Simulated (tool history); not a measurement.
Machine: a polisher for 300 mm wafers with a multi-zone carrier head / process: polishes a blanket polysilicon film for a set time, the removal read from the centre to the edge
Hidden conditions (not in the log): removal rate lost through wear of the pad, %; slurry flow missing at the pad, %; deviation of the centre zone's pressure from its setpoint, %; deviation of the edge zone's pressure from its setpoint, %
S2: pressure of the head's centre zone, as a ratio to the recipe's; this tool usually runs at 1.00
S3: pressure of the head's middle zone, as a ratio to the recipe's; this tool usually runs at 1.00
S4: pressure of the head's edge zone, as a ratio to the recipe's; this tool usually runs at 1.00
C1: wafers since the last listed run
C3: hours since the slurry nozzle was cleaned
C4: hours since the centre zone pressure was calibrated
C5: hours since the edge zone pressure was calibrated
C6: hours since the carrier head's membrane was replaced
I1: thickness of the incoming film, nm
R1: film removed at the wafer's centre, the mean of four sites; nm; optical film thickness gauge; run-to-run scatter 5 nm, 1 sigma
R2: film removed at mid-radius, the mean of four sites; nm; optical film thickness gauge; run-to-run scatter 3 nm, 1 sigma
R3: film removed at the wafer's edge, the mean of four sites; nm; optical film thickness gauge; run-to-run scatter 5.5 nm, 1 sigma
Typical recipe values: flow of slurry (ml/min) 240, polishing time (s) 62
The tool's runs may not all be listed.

Run 1, day 0.000: usual settings; C1 0; wafers polished on this pad 1009; C3 577.8; C4 644.3; C5 1031.0; C6 1408.5; I1 1546.2. Result: R1 353.0 nm, R2 352.1 nm, R3 367.2 nm.
Run 2, day 0.512: usual settings; C1 116; wafers polished on this pad 1125; C3 590.1; C4 656.6; C5 1043.3; C6 1420.8; I1 1550.5. Result: R1 349.2 nm, R2 350.0 nm, R3 368.5 nm.
Run 3, day 1.521: usual settings; C1 228; wafers polished on this pad 1354; C3 614.3; C4 680.8; C5 1067.5; C6 1445.0; I1 1567.1. Result: R1 346.6 nm, R2 343.5 nm, R3 346.5 nm.
At day 1.721: worn pad replaced by a new one.
Run 4, day 2.908: usual settings but S2 0.92; C1 277; wafers polished on this pad 269; C3 647.6; C4 714.1; C5 1100.8; C6 1478.3; I1 1560.1. Result: R1 352.5 nm, R2 378.8 nm, R3 388.9 nm.
Run 5, day 3.638: usual settings but S2 0.92; C1 165; wafers polished on this pad 435; C3 665.1; C4 731.6; C5 1118.3; C6 1495.8; I1 1554.2. Result: R1 344.2 nm, R2 378.2 nm, R3 392.1 nm.
Run 6, day 4.871: usual settings; C1 279; wafers polished on this pad 715; C3 694.7; C4 761.2; C5 1147.9; C6 1525.4; I1 1531.6. Result: R1 361.0 nm, R2 368.6 nm, R3 368.7 nm.
Run 7, day 5.642: usual settings; C1 174; wafers polished on this pad 889; C3 713.2; C4 779.7; C5 1166.4; C6 1543.9; I1 1549.8. Result: R1 357.8 nm, R2 357.1 nm, R3 370.8 nm.
Run 8, day 6.454: usual settings but flow of slurry (ml/min) 290, S3 1.05; C1 184; wafers polished on this pad 1074; C3 732.7; C4 799.2; C5 1185.9; C6 1563.4; I1 1535.5. Result: R1 363.3 nm, R2 372.9 nm, R3 368.8 nm.
Run 9, day 7.688: usual settings but flow of slurry (ml/min) 180, S2 1.06, S3 1.09, S4 0.92; C1 279; wafers polished on this pad 1354; C3 762.3; C4 828.8; C5 1215.5; C6 1593.0; I1 1520.3. Result: R1 345.9 nm, R2 359.5 nm, R3 337.8 nm.
Run 10, day 8.825: usual settings but flow of slurry (ml/min) 290, S3 1.05; C1 258; wafers polished on this pad 1612; C3 789.6; C4 856.1; C5 1242.8; C6 1620.3; I1 1546.2. Result: R1 334.4 nm, R2 357.5 nm, R3 353.1 nm.
At day 9.604: worn pad replaced by a new one.
Run 11, day 9.629: usual settings; C1 144; wafers polished on this pad 6; C3 808.9; C4 875.4; C5 1262.1; C6 1639.6; I1 1547.1. Result: R1 377.2 nm, R2 391.7 nm, R3 398.2 nm.
At day 9.854: edge zone pressure recalibrated.
Run 12, day 10.392: usual settings but flow of slurry (ml/min) 190, S2 1.07; C1 154; wafers polished on this pad 160; C3 827.2; C4 893.7; C5 12.9; C6 1657.9; I1 1541.4. Result: R1 386.8 nm, R2 369.8 nm, R3 379.9 nm.
At day 11.208: slurry nozzle cleaned.
Run 13, day 11.679: usual settings but S3 0.93, polishing time (s) 80; C1 282; wafers polished on this pad 442; C3 11.3; C4 924.6; C5 43.8; C6 1688.8; I1 1556.3. Result: R1 475.9 nm, R2 449.6 nm, R3 497.5 nm.
Run 14, day 12.746: usual settings; C1 242; wafers polished on this pad 684; C3 36.9; C4 950.2; C5 69.4; C6 1714.4; I1 1536.4. Result: R1 354.9 nm, R2 364.3 nm, R3 373.6 nm.
Run 15, day 13.917: usual settings but S2 1.11; C1 265; wafers polished on this pad 950; C3 65.0; C4 978.3; C5 97.5; C6 1742.5; I1 1583.0. Result: R1 381.5 nm, R2 355.5 nm, R3 370.2 nm.
At day 14.267: centre zone pressure recalibrated.
At day 15.067: carrier head's membrane replaced by a new one.
Run 16, day 15.125: usual settings; C1 207; wafers polished on this pad 1158; C3 94.0; C4 20.6; C5 126.5; C6 1.4; I1 1537.7. Result: R1 343.1 nm, R2 347.2 nm, R3 370.3 nm.
Run 17, day 15.858: usual settings but flow of slurry (ml/min) 275, S2 1.11, S3 1.10, polishing time (s) 79; C1 166; wafers polished on this pad 1324; C3 111.6; C4 38.2; C5 144.1; C6 19.0; I1 1580.6. Result: R1 480.6 nm, R2 485.2 nm, R3 448.6 nm.
At day 16.833: worn pad replaced by a new one.
Run 18, day 16.854: usual settings but S2 1.08, S3 1.07; C1 188; wafers polished on this pad 5; C3 135.5; C4 62.1; C5 168.0; C6 42.9; I1 1524.1. Result: R1 399.3 nm, R2 406.4 nm, R3 387.3 nm.
Run 19, day 20.875: usual settings but S4 1.12, polishing time (s) 70; C1 912; wafers polished on this pad 917; C3 232.0; C4 158.6; C5 264.5; C6 139.4; I1 1568.9. Result: R1 398.2 nm, R2 402.1 nm, R3 443.8 nm.
Run 20, day 22.079: usual settings but S2 0.90; C1 273; wafers polished on this pad 1190; C3 260.9; C4 187.5; C5 293.4; C6 168.3; I1 1533.6. Result: R1 314.4 nm, R2 349.4 nm, R3 365.9 nm.
Run 21, day 22.683: usual settings but S2 0.96; C1 137; wafers polished on this pad 1327; C3 275.4; C4 202.0; C5 307.9; C6 182.8; I1 1561.6. Result: R1 336.3 nm, R2 345.4 nm, R3 351.4 nm.

Here are 5 independent what-if runs from the current tool condition. What would each one return?
Run A, day 22.700: usual settings but S3 1.03; C1 3; wafers polished on this pad 1331; C3 275.8; C4 202.4; C5 308.3; C6 183.2; I1 1548.7. Result: R1 ?, R2 ?, R3 ?.
Run B, day 22.700: usual settings but S2 1.03, S4 0.90, polishing time (s) 75; C1 3; wafers polished on this pad 1331; C3 275.8; C4 202.4; C5 308.3; C6 183.2; I1 1548.7. Result: R1 ?, R2 ?, R3 ?.
Run C, day 22.700: usual settings but flow of slurry (ml/min) 215; C1 3; wafers polished on this pad 1331; C3 275.8; C4 202.4; C5 308.3; C6 183.2; I1 1548.7. Result: R1 ?, R2 ?, R3 ?.
Run D, day 22.700: usual settings but flow of slurry (ml/min) 310, S2 1.07, S4 1.06, polishing time (s) 70; C1 3; wafers polished on this pad 1331; C3 275.8; C4 202.4; C5 308.3; C6 183.2; I1 1548.7. Result: R1 ?, R2 ?, R3 ?.
Run E, day 22.700: usual settings but S2 1.07, polishing time (s) 40; C1 3; wafers polished on this pad 1331; C3 275.8; C4 202.4; C5 308.3; C6 183.2; I1 1548.7. Result: R1 ?, R2 ?, R3 ?.

run     R1     R2     R3
  A  338.0  353.8  356.0
  B  419.5  417.5  412.1
  C  333.8  341.3  353.2
  D  415.4  398.6  419.9
  E  231.4  222.6  229.8
With the hidden condition removed and each run's random variation left untouched, the same runs would have given:
run     R1     R2     R3
  A  379.6  397.3  399.8
  B  471.1  468.7  462.8
  C  374.8  383.2  396.6
  D  466.4  447.6  471.5
  E  259.8  249.9  258.0
